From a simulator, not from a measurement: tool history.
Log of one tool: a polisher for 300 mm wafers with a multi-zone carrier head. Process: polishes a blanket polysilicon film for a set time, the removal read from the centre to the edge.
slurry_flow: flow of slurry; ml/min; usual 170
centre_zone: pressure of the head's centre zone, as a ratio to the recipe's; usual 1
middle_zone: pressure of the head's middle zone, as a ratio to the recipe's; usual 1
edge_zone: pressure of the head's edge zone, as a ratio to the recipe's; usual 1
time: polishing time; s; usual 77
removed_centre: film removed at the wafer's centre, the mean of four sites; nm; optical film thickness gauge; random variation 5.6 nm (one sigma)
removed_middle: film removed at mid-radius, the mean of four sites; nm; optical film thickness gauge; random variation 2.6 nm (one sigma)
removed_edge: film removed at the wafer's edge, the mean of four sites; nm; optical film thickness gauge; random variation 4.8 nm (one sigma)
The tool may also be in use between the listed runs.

run,hour,slurry_flow,centre_zone,middle_zone,edge_zone,time,wafers since the last listed run,wafers polished on this pad,hours since the slurry nozzle was cleaned,hours since the centre zone pressure was calibrated,hours since the edge zone pressure was calibrated,hours since the carrier head's membrane was replaced,"incoming thickness of the incoming film, nm",removed_centre,removed_middle,removed_edge
1,0,170,1,1.08,1,77,0,2294,243.4,793.7,1116.8,130.7,959.3,349.1,362.5,346.6
2,59.9,195,1,1,1,77,654,2948,303.3,853.6,1176.7,190.6,964.4,351.2,353,351.2
3,111.5,170,1,1,1,77,563,3512,354.9,905.2,1228.3,242.2,945,340,342.7,349.3
4,216.2,170,0.9,0.9,1,77,1143,4655,459.6,1009.9,1333,346.9,952.8,305.9,316.4,344.1
# hour 261.2: worn pad replaced by a new one
# hour 272.3: edge zone pressure recalibrated
# hour 274: centre zone pressure recalibrated
5,287.9,145,0.92,0.89,1.05,77,699,251,531.3,13.9,15.6,418.6,951.4,337.1,345.9,387.2
6,365.1,170,1,1,1,77,843,1095,608.5,91.1,92.8,495.8,948.5,367.8,360,369.1
# hour 397: slurry nozzle cleaned
7,448.3,190,1,1,1,77,897,1992,51.3,174.3,176,579,965.4,353.2,358.5,358
8,525,205,1,1.09,1.03,51,837,2830,128,251,252.7,655.7,964.9,237.3,251.8,239
9,632.8,155,1,0.91,1.1,67,1177,4008,235.8,358.8,360.5,763.5,964.6,295.3,271.6,318.1
10,731.1,220,0.95,1.09,1,99,1073,5082,334.1,457.1,458.8,861.8,969,441.6,481.9,455
11,775.5,200,1,1.11,1,77,485,5567,378.5,501.5,503.2,906.2,960.3,348.6,368.7,350.7
# hour 817.3: worn pad replaced by a new one
12,817.8,140,0.93,1,0.93,77,418,5,420.8,543.8,545.5,948.5,953.6,357,374.5,367.4
13,878.2,120,1,0.91,1,77,659,664,481.2,604.2,605.9,1008.9,959.5,349.5,322.8,357.5
# hour 914.9: slurry nozzle cleaned
14,975.7,170,1,1,1.11,56,1054,1719,60.8,701.7,703.4,1106.4,949.8,263.8,256.4,275
# hour 995.8: carrier head's membrane replaced by a new one
15,1057.7,170,0.95,1.1,1,53,841,2560,142.8,783.7,785.4,61.9,964.5,225.6,255.2,242.2
16,1123.3,170,1,1,1,77,716,3276,208.4,849.3,851,127.5,970,343.5,346.3,343.3
17,1165.3,170,1,0.96,1,92,458,3735,250.4,891.3,893,169.5,954.5,415.9,393.1,424
18,1269.1,170,1.05,1.12,0.97,97,1133,4869,354.2,995.1,996.8,273.3,975.1,443.8,460.5,431.6
# hour 1311: centre zone pressure recalibrated
19,1375.8,170,1,0.89,0.91,77,1143,6013,460.9,64.8,1103.5,380,946.4,330.2,313.6,325.3
# hour 1396.9: worn pad replaced by a new one
# hour 1427.2: slurry nozzle cleaned
20,1475.3,170,1,1,1,77,1032,845,48.1,164.3,1203,479.5,978,359,364.4,369.1
21,1517.5,170,1,1,1,77,460,1306,90.3,206.5,1245.2,521.7,969.3,345.6,358.3,363.4

Measured less the same run without the tool's hidden state. The same run-to-run variation is in both; the gauge's scatter may not be:
The hidden state here: removal rate lost through wear of the pad, %; slurry flow missing at the pad, %; deviation of the centre zone's pressure from its setpoint, %; deviation of the edge zone's pressure from its setpoint, %.
run,removed_centre,removed_middle,removed_edge
1,-39.4,-40.8,-39
2,-44.3,-44.5,-44.2
3,-45.7,-46,-46.9
4,-44.5,-46.1,-50.1
5,-8.6,-8.8,-9.9
6,-25.1,-24.6,-25.2
7,-35.1,-35.7,-35.6
8,-28.1,-29.8,-28.3
9,-39.7,-36.4,-42.7
10,-62.9,-68.7,-64.8
11,-50.5,-53.5,-50.8
12,-4.7,-4.9,-4.8
13,-18.5,-17.1,-18.9
14,-25.7,-24.9,-26.7
15,-27.3,-30.8,-29.3
16,-45.8,-46.1,-45.8
17,-57.9,-54.7,-59.1
18,-66.1,-68.6,-64.4
19,-51,-48.5,-50.3
20,-24.9,-25.3,-25.6
21,-31,-32.1,-32.6
